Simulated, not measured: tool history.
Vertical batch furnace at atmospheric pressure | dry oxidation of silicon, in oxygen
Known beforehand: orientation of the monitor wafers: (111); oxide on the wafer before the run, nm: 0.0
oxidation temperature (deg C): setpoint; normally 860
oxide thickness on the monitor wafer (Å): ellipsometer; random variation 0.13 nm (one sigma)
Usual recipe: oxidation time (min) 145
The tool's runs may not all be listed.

run    hour  oxidation temperature (deg C)  oxidation time (min)  read-back reference wafer on the same gauge, thickness  oxide thickness on the monitor wafer (Å)
  1       0                            843                 166.5                                                   29.82                                     339.8
  2    40.5                            855                   187                                                   29.78                                     420.4
  3   109.7                            855                   187                                                   29.83                                     422.8
  4   186.2                            855                   187                                                   29.81                                     420.9
  5   291.3                            860                  95.5                                                   29.83                                     279.9
  6   371.9                            860                  95.5                                                    29.8                                     278.8
  7   439.2                            860                  95.5                                                   29.82                                     280.7
  8   515.8                            860                   145                                                   29.78                                     376.7
  9   569.8                            879                   126                                                   29.81                                     420.2
 10   654.4                            879                   126                                                   29.79                                     419.1
 11     704                            860                   145                                                   29.79                                     374.4
      798.4  -- thermocouples replaced and temperature profile calibrated
 12     800                            860                   145                                                   29.83                                     360.4
      826.9  -- boat lift adjusted
 13   862.6                            860                   145                                                    29.8                                     361.7
 14     967                            860                   145                                                   29.78                                     362.6
 15    1113                            860                   189                                                   29.79                                     435.3
 16  1207.1                            860                   189                                                   29.77                                     436.1
 17    1291                            844                   145                                                   29.81                                     305.6
 18    1370                            884                   145                                                   29.84                                     468.4
 19  1456.5                            860                   145                                                    29.8                                     363.3
 20  1564.3                            860                   145                                                   29.82                                     362.1
 21    1671                            860                   145                                                   29.79                                     365.4
 22    1756                            843                 166.5                                                   29.77                                     331.5
     1782.6  -- gauge calibrated
 23  1852.9                            877                 180.5                                                   29.75                                     507.7
 24  1906.5                            837                 205.5                                                    29.8                                     360.7
 25  1973.2                            860                   145                                                   29.78                                     363.3
 26    2077                            860                 181.5                                                   29.82                                     427.6
 27  2131.9                            847                  91.5                                                    29.8                                     229.2
 28  2235.4                            860                   123                                                   29.79                                     325.6
 29  2340.6                            840                    98                                                   29.79                                     222.1
 30  2396.8                            846                   201                                                   29.77                                       393
 31  2496.1                            837                   200                                                   29.76                                     353.3
 32  2533.3                            882                   167                                                    29.8                                     509.3
 33  2605.7                            850                   115                                                   29.76                                     278.9

Run 34, settings as shown, results not yet in. Your forecast:
 34  2701.8                            870                   187                                                       ?                                         ?

Run 34 yielded read-back reference wafer on the same gauge, thickness 29.81, oxide thickness on the monitor wafer (Å) 489.6.
If the tool had no hidden condition, the same run with the same run-to-run variation would have returned oxide thickness on the monitor wafer (Å) 484.8.
